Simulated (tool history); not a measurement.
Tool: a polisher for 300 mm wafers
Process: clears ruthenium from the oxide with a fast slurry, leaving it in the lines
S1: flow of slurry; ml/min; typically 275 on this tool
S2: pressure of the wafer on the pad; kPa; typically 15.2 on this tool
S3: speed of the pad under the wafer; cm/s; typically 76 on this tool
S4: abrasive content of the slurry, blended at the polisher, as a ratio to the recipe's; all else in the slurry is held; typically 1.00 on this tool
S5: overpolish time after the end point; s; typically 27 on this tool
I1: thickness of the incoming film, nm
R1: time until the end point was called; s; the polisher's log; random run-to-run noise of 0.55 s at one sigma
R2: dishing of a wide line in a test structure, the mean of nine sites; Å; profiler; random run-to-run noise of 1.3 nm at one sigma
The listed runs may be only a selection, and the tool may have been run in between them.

{"run": 1, "day": 0.0, "S1": 275, "S2": 15.2, "S3": 76, "S4": 1.0, "S5": 27, "I1": 188.9, "R1": 62.0, "R2": 590}
{"run": 2, "day": 1.842, "S1": 275, "S2": 15.2, "S3": 76, "S4": 1.0, "S5": 27, "I1": 189.1, "R1": 61.5, "R2": 567}
{"run": 3, "day": 4.288, "S1": 275, "S2": 12.4, "S3": 76, "S4": 1.0, "S5": 27, "I1": 187.9, "R1": 74.3, "R2": 493}
{"run": 4, "day": 6.579, "S1": 275, "S2": 12.4, "S3": 76, "S4": 1.0, "S5": 27, "I1": 190.5, "R1": 74.9, "R2": 501}
{"run": 5, "day": 7.692, "S1": 275, "S2": 15.2, "S3": 76, "S4": 1.0, "S5": 27, "I1": 190.6, "R1": 61.6, "R2": 573}
{"day": 9.712, "done": "slurry blender recalibrated"}
{"run": 6, "day": 10.571, "S1": 275, "S2": 15.2, "S3": 76, "S4": 1.0, "S5": 27, "I1": 192.7, "R1": 61.9, "R2": 574}
{"run": 7, "day": 12.729, "S1": 275, "S2": 15.2, "S3": 76, "S4": 1.0, "S5": 27, "I1": 189.0, "R1": 61.0, "R2": 584}
{"day": 13.062, "done": "worn pad replaced by a new one"}
{"day": 13.838, "done": "slurry nozzle cleaned"}
{"run": 8, "day": 14.062, "S1": 275, "S2": 15.2, "S3": 76, "S4": 1.0, "S5": 27, "I1": 188.2, "R1": 60.7, "R2": 598}
{"run": 9, "day": 16.225, "S1": 275, "S2": 15.2, "S3": 76, "S4": 1.0, "S5": 34, "I1": 188.0, "R1": 60.2, "R2": 726}
{"run": 10, "day": 18.546, "S1": 275, "S2": 17.2, "S3": 88, "S4": 1.25, "S5": 34, "I1": 192.4, "R1": 43.2, "R2": 921}
{"day": 20.425, "done": "head pressure recalibrated"}
{"run": 11, "day": 20.833, "S1": 240, "S2": 13.8, "S3": 76, "S4": 1.15, "S5": 27, "I1": 190.9, "R1": 64.6, "R2": 554}
{"run": 12, "day": 23.254, "S1": 275, "S2": 15.2, "S3": 76, "S4": 1.0, "S5": 27, "I1": 188.9, "R1": 61.9, "R2": 577}
{"run": 13, "day": 25.133, "S1": 215, "S2": 15.2, "S3": 76, "S4": 0.8, "S5": 27, "I1": 186.7, "R1": 67.9, "R2": 524}
{"day": 25.446, "done": "slurry blender recalibrated"}
{"run": 14, "day": 26.504, "S1": 205, "S2": 15.2, "S3": 76, "S4": 1.0, "S5": 27, "I1": 187.9, "R1": 62.6, "R2": 578}
{"run": 15, "day": 28.321, "S1": 275, "S2": 15.2, "S3": 52, "S4": 1.15, "S5": 41, "I1": 189.6, "R1": 84.5, "R2": 642}
{"day": 28.8, "done": "worn pad replaced by a new one"}
{"run": 16, "day": 31.075, "S1": 275, "S2": 15.2, "S3": 76, "S4": 1.0, "S5": 27, "I1": 186.6, "R1": 60.1, "R2": 572}
{"run": 17, "day": 32.8, "S1": 275, "S2": 15.2, "S3": 52, "S4": 1.0, "S5": 15, "I1": 190.8, "R1": 89.5, "R2": 233}
{"run": 18, "day": 33.958, "S1": 190, "S2": 15.2, "S3": 76, "S4": 1.0, "S5": 27, "I1": 187.0, "R1": 64.3, "R2": 553}
{"run": 19, "day": 35.2, "S1": 275, "S2": 15.2, "S3": 76, "S4": 1.0, "S5": 36, "I1": 189.0, "R1": 61.1, "R2": 735}
{"run": 20, "day": 36.883, "S1": 205, "S2": 11.7, "S3": 76, "S4": 1.0, "S5": 27, "I1": 192.6, "R1": 83.5, "R2": 445}
{"day": 41.275, "done": "slurry blender recalibrated"}
{"run": 21, "day": 43.438, "S1": 275, "S2": 15.2, "S3": 50, "S4": 0.75, "S5": 27, "I1": 190.5, "R1": 106.2, "R2": 363}
{"day": 45.167, "done": "slurry nozzle cleaned"}
{"run": 22, "day": 45.329, "S1": 275, "S2": 15.2, "S3": 76, "S4": 1.0, "S5": 27, "I1": 189.3, "R1": 61.2, "R2": 570}
{"day": 45.929, "done": "worn pad replaced by a new one"}
{"run": 23, "day": 47.079, "S1": 200, "S2": 15.2, "S3": 76, "S4": 1.0, "S5": 32, "I1": 191.5, "R1": 64.1, "R2": 626}
{"run": 24, "day": 48.554, "S1": 275, "S2": 15.2, "S3": 76, "S4": 1.0, "S5": 33, "I1": 191.6, "R1": 60.8, "R2": 673}

Run 25, settings as shown, results not yet in. Your forecast:
{"run": 25, "day": 50.038, "S1": 275, "S2": 15.2, "S3": 76, "S4": 1.0, "S5": 36, "I1": 191.7, "R1": "?", "R2": "?"}

Run 25 measured R1 62.0 s, R2 722 Å.
Without the tool's hidden state the same run would have given R1 62.0 s, R2 722 Å.
